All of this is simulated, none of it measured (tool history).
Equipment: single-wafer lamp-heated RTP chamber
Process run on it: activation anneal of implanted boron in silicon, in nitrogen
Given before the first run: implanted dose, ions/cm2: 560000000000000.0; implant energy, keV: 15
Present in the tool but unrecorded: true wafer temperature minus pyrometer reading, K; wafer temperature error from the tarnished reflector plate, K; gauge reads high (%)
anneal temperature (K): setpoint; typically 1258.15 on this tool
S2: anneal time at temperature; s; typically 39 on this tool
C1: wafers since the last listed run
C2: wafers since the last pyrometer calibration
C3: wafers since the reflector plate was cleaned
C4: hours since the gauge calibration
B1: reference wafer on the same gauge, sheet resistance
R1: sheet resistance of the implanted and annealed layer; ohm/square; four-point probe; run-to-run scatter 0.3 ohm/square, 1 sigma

Run 1, hour 0: usual settings but anneal temperature (K) 1266.15; C1 0; C2 4057; C3 4275; C4 135.2; B1 220.96. Result: R1 193.12 ohm/square.
Run 2, hour 13: usual settings but anneal temperature (K) 1276.15, S2 55 s; C1 87; C2 4144; C3 4362; C4 148.2; B1 221.01. Result: R1 190.3 ohm/square.
Run 3, hour 30.4: usual settings but anneal temperature (K) 1276.15, S2 55 s; C1 116; C2 4260; C3 4479; C4 165.6; B1 221.08. Result: R1 190.18 ohm/square.
Run 4, hour 42.2: usual settings but anneal temperature (K) 1276.15, S2 55 s; C1 79; C2 4339; C3 4558; C4 177.4; B1 221.02. Result: R1 189.84 ohm/square.
Run 5, hour 50.3: usual settings but S2 23 s; C1 54; C2 4393; C3 4612; C4 185.5; B1 220.98. Result: R1 195.93 ohm/square.
Run 6, hour 63.9: usual settings but S2 23 s; C1 91; C2 4485; C3 4703; C4 199.1; B1 221.01. Result: R1 195.86 ohm/square.
Run 7, hour 74.3: usual settings; C1 69; C2 4554; C3 4773; C4 209.5; B1 221.04. Result: R1 194.34 ohm/square.
Run 8, hour 85: usual settings; C1 71; C2 4626; C3 4844; C4 220.2; B1 221. Result: R1 194.67 ohm/square.
Run 9, hour 100: usual settings; C1 100; C2 4726; C3 4945; C4 235.2; B1 221.04. Result: R1 193.46 ohm/square.
At hour 115.7: reflector plate cleaned.
Run 10, hour 116.2: usual settings but anneal temperature (K) 1235.15, S2 22 s; C1 54; C2 4781; C3 3; C4 251.4; B1 220.96. Result: R1 208.51 ohm/square.
At hour 129.1: pyrometer window cleaned and pyrometer calibrated.
Run 11, hour 132.3: usual settings; C1 54; C2 21; C3 57; C4 267.5; B1 220.83. Result: R1 192.49 ohm/square.
At hour 133.1: gauge calibrated.
Run 12, hour 146.6: usual settings but anneal temperature (K) 1233.15, S2 19 s; C1 95; C2 117; C3 153; C4 13.5; B1 221.01. Result: R1 205.87 ohm/square.
Run 13, hour 152.7: usual settings but anneal temperature (K) 1267.15; C1 40; C2 158; C3 193; C4 19.6; B1 220.96. Result: R1 191.22 ohm/square.

The next listed run, before its measurement:
At hour 169.5: pyrometer window cleaned and pyrometer calibrated, repeated, since the last time left the tool worse.
Run 14, hour 170: usual settings but anneal temperature (K) 1229.15, S2 61 s; C1 62; C2 3; C3 256; C4 36.9; B1 ?. Result: R1 ?.

Run 14 came out at B1 221.06, R1 215.31 ohm/square.
Take away the tool's hidden state, keep the run-to-run variation as it was, and the same run would have given R1 215.53 ohm/square.
